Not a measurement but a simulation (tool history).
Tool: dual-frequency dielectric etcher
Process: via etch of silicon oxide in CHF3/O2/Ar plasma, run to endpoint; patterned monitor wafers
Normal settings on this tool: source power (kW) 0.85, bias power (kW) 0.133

| run | hour | source power (kW) | bias power (kW) | incoming incoming film thickness, nm | endpoint time (s) |
|---|---|---|---|---|---|
| 1 | 0 | 0.92 | 0.133 | 446.7 | 192.1 |
| 2 | 128 | 0.92 | 0.133 | 440.1 | 189.5 |
| 3 | 158.2 | 0.92 | 0.133 | 443.5 | 187.7 |
| 4 | 229.3 | 0.85 | 0.133 | 438.7 | 192.3 |
| 5 | 259.2 | 0.85 | 0.133 | 440.8 | 194.8 |
| 6 | 297 | 0.85 | 0.133 | 442.1 | 194.9 |
| 7 | 321.5 | 0.85 | 0.133 | 440.6 | 195.3 |
|  | 355.5 | wet clean of the chamber |
| 8 | 388.5 | 0.85 | 0.133 | 438.2 | 200 |
| 9 | 415 | 0.85 | 0.133 | 439 | 201.3 |
| 10 | 448.3 | 0.85 | 0.133 | 439.6 | 199.8 |
| 11 | 475.1 | 0.85 | 0.133 | 442.8 | 199.5 |
| 12 | 519.8 | 0.85 | 0.133 | 442.5 | 198.9 |
| 13 | 556.5 | 0.85 | 0.133 | 439.9 | 197.1 |
| 14 | 627.2 | 0.85 | 0.133 | 438.4 | 196.7 |
| 15 | 679.1 | 0.85 | 0.133 | 435 | 192.4 |
| 16 | 717.2 | 0.85 | 0.133 | 437.5 | 193.9 |
| 17 | 749.6 | 0.85 | 0.11 | 432.8 | 209.1 |
| 18 | 786.5 | 0.66 | 0.122 | 440.4 | 240.3 |
|  | 858.3 | wet clean of the chamber |
| 19 | 858.8 | 0.94 | 0.105 | 436.8 | 209.6 |
| 20 | 916.2 | 0.67 | 0.152 | 448.9 | 230.9 |
|  | 931.6 | bias power generator calibrated |
| 21 | 959.5 | 0.75 | 0.151 | 441.4 | 206.8 |
| 22 | 1002.3 | 0.91 | 0.116 | 440.8 | 202 |
| 23 | 1051.3 | 0.85 | 0.133 | 434.5 | 196.4 |
|  | 1090.4 | upper electrode replaced |
| 24 | 1090.9 | 0.99 | 0.119 | 439.3 | 191.7 |
| 25 | 1243.3 | 0.93 | 0.147 | 444.1 | 178.5 |
|  | 1283.3 | wet clean of the chamber |
| 26 | 1314.6 | 0.85 | 0.133 | 436.6 | 199.5 |
| 27 | 1380.7 | 0.85 | 0.133 | 439.5 | 198 |
|  | 1404.2 | source power generator calibrated |
| 28 | 1433.3 | 0.98 | 0.164 | 438 | 165.4 |
| 29 | 1584.4 | 0.85 | 0.158 | 442.1 | 183.4 |
| 30 | 1642.7 | 0.85 | 0.114 | 439.7 | 207.9 |
| 31 | 1714.7 | 0.74 | 0.11 | 435 | 228.2 |
| 32 | 1759.2 | 0.85 | 0.133 | 439.4 | 192.4 |
| 33 | 1790.4 | 0.75 | 0.133 | 437.9 | 208.5 |
|  | 1831.7 | wet clean of the chamber |
| 34 | 1832.2 | 1.02 | 0.119 | 441.8 | 186.5 |

Below are 4 alternative next runs, each starting from the tool's condition after run 34. Predict each:
| A | 1832.7 | 0.85 | 0.133 | 440.3 | ? |
| B | 1832.7 | 1.05 | 0.166 | 440.3 | ? |
| C | 1832.7 | 0.96 | 0.106 | 440.3 | ? |
| D | 1832.7 | 0.77 | 0.158 | 440.3 | ? |

| run | endpoint time (s) |
|---|---|
| A | 200.4 |
| B | 160.6 |
| C | 205.9 |
| D | 197.7 |
With no hidden state in the tool, these same runs would have given:
| run | endpoint time (s) |
|---|---|
| A | 202.6 |
| B | 162.3 |
| C | 208.2 |
| D | 199.9 |
